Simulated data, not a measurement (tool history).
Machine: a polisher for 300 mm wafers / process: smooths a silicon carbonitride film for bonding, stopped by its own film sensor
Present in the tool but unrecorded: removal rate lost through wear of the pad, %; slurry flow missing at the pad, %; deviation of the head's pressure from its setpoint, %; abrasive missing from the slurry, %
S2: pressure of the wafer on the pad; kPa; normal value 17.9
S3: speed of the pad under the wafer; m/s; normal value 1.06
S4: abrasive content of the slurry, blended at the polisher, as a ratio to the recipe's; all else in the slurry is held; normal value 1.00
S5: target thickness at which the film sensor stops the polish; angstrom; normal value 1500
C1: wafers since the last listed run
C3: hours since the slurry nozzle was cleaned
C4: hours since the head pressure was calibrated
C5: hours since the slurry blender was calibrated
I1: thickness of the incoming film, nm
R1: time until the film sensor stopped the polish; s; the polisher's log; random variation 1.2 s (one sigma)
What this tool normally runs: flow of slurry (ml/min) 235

Run 1, day 0.000: usual settings; C1 0; wafers polished on this pad 1531; C3 213.7; C4 209.8; C5 35.7; I1 166.9. Result: R1 42.4 s.
At day 1.417: worn pad replaced by a new one.
Run 2, day 1.450: usual settings; C1 468; wafers polished on this pad 12; C3 248.5; C4 244.6; C5 70.5; I1 171.6. Result: R1 57.3 s.
Run 3, day 2.917: usual settings; C1 535; wafers polished on this pad 547; C3 283.7; C4 279.8; C5 105.7; I1 169.2. Result: R1 51.3 s.
Run 4, day 3.729: usual settings; C1 296; wafers polished on this pad 844; C3 303.2; C4 299.3; C5 125.2; I1 171.5. Result: R1 54.9 s.
Run 5, day 5.133: usual settings; C1 512; wafers polished on this pad 1356; C3 336.9; C4 333.0; C5 158.9; I1 171.3. Result: R1 55.4 s.
At day 5.704: head pressure recalibrated.
Run 6, day 6.050: usual settings but S2 15.2 kPa; C1 304; wafers polished on this pad 1660; C3 358.9; C4 8.3; C5 180.9; I1 172.2. Result: R1 76.4 s.
At day 7.088: worn pad replaced by a new one, of another model than before.
Run 7, day 7.175: usual settings; C1 349; wafers polished on this pad 31; C3 385.9; C4 35.3; C5 207.9; I1 169.3. Result: R1 56.1 s.
Run 8, day 8.108: usual settings; C1 340; wafers polished on this pad 372; C3 408.3; C4 57.7; C5 230.3; I1 171.5. Result: R1 59.7 s.
Run 9, day 8.612: usual settings; C1 183; wafers polished on this pad 556; C3 420.4; C4 69.8; C5 242.4; I1 168.1. Result: R1 51.2 s.
Run 10, day 9.917: usual settings; C1 475; wafers polished on this pad 1032; C3 451.7; C4 101.1; C5 273.7; I1 169.3. Result: R1 54.4 s.
Run 11, day 11.404: usual settings; C1 542; wafers polished on this pad 1574; C3 487.4; C4 136.8; C5 309.4; I1 169.6. Result: R1 54.6 s.
Run 12, day 12.412: usual settings; C1 367; wafers polished on this pad 1942; C3 511.6; C4 161.0; C5 333.6; I1 169.4. Result: R1 53.7 s.
At day 12.800: worn pad replaced by a new one.
Run 13, day 12.946: usual settings; C1 133; wafers polished on this pad 53; C3 524.4; C4 173.8; C5 346.4; I1 170.3. Result: R1 56.5 s.
Run 14, day 14.250: usual settings; C1 475; wafers polished on this pad 529; C3 555.7; C4 205.1; C5 377.7; I1 170.3. Result: R1 55.9 s.
Run 15, day 15.554: usual settings but flow of slurry (ml/min) 285, S4 1.20; C1 475; wafers polished on this pad 1005; C3 587.0; C4 236.4; C5 409.0; I1 171.3. Result: R1 53.1 s.
At day 16.329: slurry blender recalibrated.
Run 16, day 16.729: usual settings but S5 1480 angstrom; C1 398; wafers polished on this pad 1403; C3 615.2; C4 264.6; C5 9.6; I1 171.4. Result: R1 65.0 s.
Run 17, day 17.608: usual settings but flow of slurry (ml/min) 175; C1 320; wafers polished on this pad 1724; C3 636.3; C4 285.7; C5 30.7; I1 170.6. Result: R1 61.4 s.
Run 18, day 18.192: usual settings but flow of slurry (ml/min) 155, S4 1.10; C1 212; wafers polished on this pad 1937; C3 650.3; C4 299.7; C5 44.7; I1 169.6. Result: R1 58.9 s.
Run 19, day 18.808: usual settings but S3 0.90 m/s; C1 224; wafers polished on this pad 2162; C3 665.1; C4 314.5; C5 59.5; I1 169.2. Result: R1 58.6 s.
At day 19.417: head pressure recalibrated.
At day 19.762: worn pad replaced by a new one.
Run 20, day 19.783: usual settings but S2 16.5 kPa; C1 264; wafers polished on this pad 7; C3 688.5; C4 8.8; C5 82.9; I1 173.1. Result: R1 70.0 s.
Run 21, day 20.288: usual settings but S3 0.84 m/s, S5 1440 angstrom; C1 183; wafers polished on this pad 191; C3 700.6; C4 20.9; C5 95.0; I1 173.4. Result: R1 95.2 s.
Run 22, day 21.375: usual settings but S3 1.22 m/s; C1 396; wafers polished on this pad 588; C3 726.7; C4 47.0; C5 121.1; I1 172.6. Result: R1 58.3 s.
Run 23, day 22.854: usual settings but flow of slurry (ml/min) 155, S2 13.1 kPa, S3 0.72 m/s, S4 0.90; C1 539; wafers polished on this pad 1128; C3 762.2; C4 82.5; C5 156.6; I1 170.6. Result: R1 102.7 s.
Run 24, day 23.679: usual settings; C1 300; wafers polished on this pad 1429; C3 782.0; C4 102.3; C5 176.4; I1 168.1. Result: R1 52.0 s.
At day 23.725: slurry nozzle cleaned.
Run 25, day 24.258: usual settings but S3 1.36 m/s; C1 196; wafers polished on this pad 1625; C3 12.8; C4 116.2; C5 190.3; I1 169.2. Result: R1 46.9 s.
Run 26, day 25.600: usual settings; C1 489; wafers polished on this pad 2114; C3 45.0; C4 148.4; C5 222.5; I1 171.3. Result: R1 59.7 s.
At day 26.292: worn pad replaced by a new one.
Run 27, day 28.888: usual settings but flow of slurry (ml/min) 260, S2 22.8 kPa, S3 1.24 m/s, S4 0.80; C1 1138; wafers polished on this pad 947; C3 123.9; C4 227.3; C5 301.4; I1 169.8. Result: R1 49.0 s.
Run 28, day 30.383: usual settings but S3 0.76 m/s; C1 545; wafers polished on this pad 1492; C3 159.8; C4 263.2; C5 337.3; I1 167.0. Result: R1 56.1 s.
Run 29, day 31.596: usual settings but flow of slurry (ml/min) 260, S2 22.8 kPa, S3 1.24 m/s, S4 0.80; C1 442; wafers polished on this pad 1935; C3 188.9; C4 292.3; C5 366.4; I1 169.5. Result: R1 48.3 s.

Below are 4 alternative next runs, each starting from the tool's condition after run 29. Predict each:
Run A, day 31.612: usual settings but flow of slurry (ml/min) 195; C1 6; wafers polished on this pad 1941; C3 189.3; C4 292.7; C5 366.8; I1 171.6. Result: R1 ?.
Run B, day 31.612: usual settings but S3 0.96 m/s, S4 1.25; C1 6; wafers polished on this pad 1941; C3 189.3; C4 292.7; C5 366.8; I1 171.6. Result: R1 ?.
Run C, day 31.612: usual settings but S2 22.8 kPa, S4 0.80, S5 1450 angstrom; C1 6; wafers polished on this pad 1941; C3 189.3; C4 292.7; C5 366.8; I1 171.6. Result: R1 ?.
Run D, day 31.612: usual settings but S4 1.20; C1 6; wafers polished on this pad 1941; C3 189.3; C4 292.7; C5 366.8; I1 171.6. Result: R1 ?.

run    R1
  A  61.7
  B  56.2
  C  71.7
  D  54.2
Take away the tool's hidden state, keep each run's random variation, and the runs would have read:
run    R1
  A  65.4
  B  59.5
  C  76.0
  D  57.4
